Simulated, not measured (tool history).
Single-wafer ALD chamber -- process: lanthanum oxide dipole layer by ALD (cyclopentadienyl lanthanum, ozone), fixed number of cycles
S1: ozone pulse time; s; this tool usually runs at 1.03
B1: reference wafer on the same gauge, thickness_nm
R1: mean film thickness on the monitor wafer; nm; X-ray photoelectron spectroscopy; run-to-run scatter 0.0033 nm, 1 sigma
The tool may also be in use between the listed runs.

{"run": 1, "hour": 0.0, "S1": 1.03, "B1": 0.538, "R1": 0.528}
{"run": 2, "hour": 50.0, "S1": 1.03, "B1": 0.537, "R1": 0.527}
{"run": 3, "hour": 98.5, "S1": 1.03, "B1": 0.537, "R1": 0.516}
{"run": 4, "hour": 115.7, "S1": 1.03, "B1": 0.537, "R1": 0.516}
{"hour": 124.4, "done": "showerhead replaced"}
{"hour": 126.7, "done": "thermocouple changed; heater temperature recalibrated"}
{"run": 5, "hour": 131.2, "S1": 1.03, "B1": 0.537, "R1": 0.514}
{"run": 6, "hour": 139.4, "S1": 1.25, "B1": 0.536, "R1": 0.54}
{"run": 7, "hour": 155.9, "S1": 1.25, "B1": 0.537, "R1": 0.53}
{"run": 8, "hour": 173.7, "S1": 1.24, "B1": 0.536, "R1": 0.526}
{"run": 9, "hour": 181.2, "S1": 1.24, "B1": 0.536, "R1": 0.535}
{"run": 10, "hour": 193.5, "S1": 1.24, "B1": 0.538, "R1": 0.527}
{"run": 11, "hour": 208.5, "S1": 0.74, "B1": 0.538, "R1": 0.452}
{"hour": 224.6, "done": "ozone generator serviced"}
{"run": 12, "hour": 225.1, "S1": 0.66, "B1": 0.537, "R1": 0.482}
{"hour": 238.4, "done": "gauge calibrated"}
{"run": 13, "hour": 242.0, "S1": 0.65, "B1": 0.538, "R1": 0.485}
{"run": 14, "hour": 251.3, "S1": 1.03, "B1": 0.536, "R1": 0.536}
{"run": 15, "hour": 297.2, "S1": 1.03, "B1": 0.538, "R1": 0.539}
{"run": 16, "hour": 312.6, "S1": 1.03, "B1": 0.537, "R1": 0.539}
{"run": 17, "hour": 322.1, "S1": 0.67, "B1": 0.537, "R1": 0.481}
{"run": 18, "hour": 335.2, "S1": 1.15, "B1": 0.537, "R1": 0.549}
{"run": 19, "hour": 352.9, "S1": 1.03, "B1": 0.537, "R1": 0.536}
{"run": 20, "hour": 368.6, "S1": 1.21, "B1": 0.537, "R1": 0.554}

Each row is a separate what-if for the run after 20, all from the same tool condition, not one after another. Results?
{"run": "A", "hour": 369.0, "S1": 0.7, "B1": "?", "R1": "?"}
{"run": "B", "hour": 369.0, "S1": 0.72, "B1": "?", "R1": "?"}
{"run": "C", "hour": 369.0, "S1": 0.86, "B1": "?", "R1": "?"}
{"run": "D", "hour": 369.0, "S1": 0.83, "B1": "?", "R1": "?"}
{"run": "E", "hour": 369.0, "S1": 1.42, "B1": "?", "R1": "?"}

run=A B1=0.537 R1=0.487
run=B B1=0.537 R1=0.491
run=C B1=0.537 R1=0.513
run=D B1=0.537 R1=0.508
run=E B1=0.537 R1=0.569
Stripped of hidden state, with their random variation kept, the same runs would have yielded:
run=A R1=0.496
run=B R1=0.500
run=C R1=0.521
run=D R1=0.517
run=E R1=0.575
